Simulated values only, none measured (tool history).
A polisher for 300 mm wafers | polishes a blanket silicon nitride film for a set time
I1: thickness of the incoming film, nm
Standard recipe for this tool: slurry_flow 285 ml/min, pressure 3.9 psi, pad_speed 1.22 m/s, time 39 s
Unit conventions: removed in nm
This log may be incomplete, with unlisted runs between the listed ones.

Run 1, hour 0.0: usual settings; I1 839.2. Result: removed 74.2 nm.
Run 2, hour 16.6: usual settings; I1 837.7. Result: removed 73.9 nm.
Run 3, hour 25.2: usual settings; I1 855.8. Result: removed 72.7 nm.
Run 4, hour 39.9: usual settings but slurry_flow 315 ml/min; I1 833.6. Result: removed 74.4 nm.
At hour 57.0: worn pad replaced by a new one.
Run 5, hour 57.5: usual settings but slurry_flow 315 ml/min; I1 840.8. Result: removed 74.9 nm.
Run 6, hour 72.0: usual settings; I1 852.4. Result: removed 73.3 nm.
Run 7, hour 78.0: usual settings; I1 845.3. Result: removed 73.8 nm.
Run 8, hour 104.3: usual settings but slurry_flow 210 ml/min, pressure 4.9 psi; I1 855.5. Result: removed 87.7 nm.
Run 9, hour 117.6: usual settings but slurry_flow 210 ml/min, pressure 4.9 psi; I1 834.6. Result: removed 87.1 nm.
Run 10, hour 126.3: usual settings but slurry_flow 255 ml/min, pressure 4.8 psi; I1 828.9. Result: removed 84.6 nm.
Run 11, hour 132.9: usual settings but slurry_flow 255 ml/min, pressure 4.8 psi; I1 845.5. Result: removed 84.8 nm.
At hour 142.0: worn pad replaced by a new one.
Run 12, hour 143.0: usual settings but slurry_flow 255 ml/min, pressure 4.8 psi; I1 844.5. Result: removed 87.1 nm.
Run 13, hour 155.8: usual settings but slurry_flow 325 ml/min; I1 840.7. Result: removed 74.9 nm.
Run 14, hour 169.9: usual settings but pressure 4.9 psi, pad_speed 1.04 m/s, time 31 s; I1 846.7. Result: removed 64.5 nm.
At hour 179.4: slurry nozzle cleaned.
Run 15, hour 180.8: usual settings; I1 835.3. Result: removed 74.7 nm.
Run 16, hour 196.8: usual settings but slurry_flow 210 ml/min, pressure 4.9 psi; I1 841.1. Result: removed 85.7 nm.
Run 17, hour 214.0: usual settings; I1 840.1. Result: removed 73.6 nm.
At hour 222.3: worn pad replaced by a new one.
Run 18, hour 239.7: usual settings but time 32 s; I1 840.1. Result: removed 61.3 nm.
Run 19, hour 246.5: usual settings but pressure 2.8 psi, time 43 s; I1 836.4. Result: removed 64.3 nm.
Run 20, hour 253.5: usual settings but pad_speed 0.98 m/s; I1 833.1. Result: removed 64.8 nm.
At hour 264.6: head pressure recalibrated.
Run 21, hour 265.2: usual settings but slurry_flow 200 ml/min, pressure 4.7 psi, pad_speed 1.42 m/s, time 26 s; I1 829.6. Result: removed 61.4 nm.
Run 22, hour 273.1: usual settings; I1 841.9. Result: removed 72.0 nm.
Run 23, hour 291.1: usual settings; I1 832.2. Result: removed 74.8 nm.
Run 24, hour 299.1: usual settings but slurry_flow 230 ml/min, pressure 4.3 psi, pad_speed 1.48 m/s; I1 848.2. Result: removed 87.0 nm.
At hour 308.4: worn pad replaced by a new one.
Run 25, hour 316.9: usual settings but pressure 5.0 psi, pad_speed 1.34 m/s; I1 846.1. Result: removed 97.8 nm.
Run 26, hour 331.6: usual settings but slurry_flow 215 ml/min, pad_speed 1.12 m/s; I1 846.8. Result: removed 68.0 nm.
Run 27, hour 341.6: usual settings but pressure 3.4 psi, time 35 s; I1 838.2. Result: removed 60.4 nm.

Predict each of these 5 candidate next runs independently; none follows another, all start after run 27:
Run A, hour 342.0: usual settings but time 35 s; I1 830.4. Result: removed ?.
Run B, hour 342.0: usual settings but time 27 s; I1 830.4. Result: removed ?.
Run C, hour 342.0: usual settings but slurry_flow 335 ml/min, pressure 4.5 psi; I1 830.4. Result: removed ?.
Run D, hour 342.0: usual settings but slurry_flow 320 ml/min, pad_speed 1.46 m/s, time 31 s; I1 830.4. Result: removed ?.
Run E, hour 342.0: usual settings but slurry_flow 355 ml/min, pad_speed 1.48 m/s; I1 830.4. Result: removed ?.

run  removed
  A     67.3
  B     51.9
  C     85.5
  D     67.8
  E     86.8
The same runs, with their run-to-run variation unchanged, on a tool lacking any hidden condition would have given:
run  removed
  A     67.3
  B     51.9
  C     85.5
  D     67.8
  E     86.8
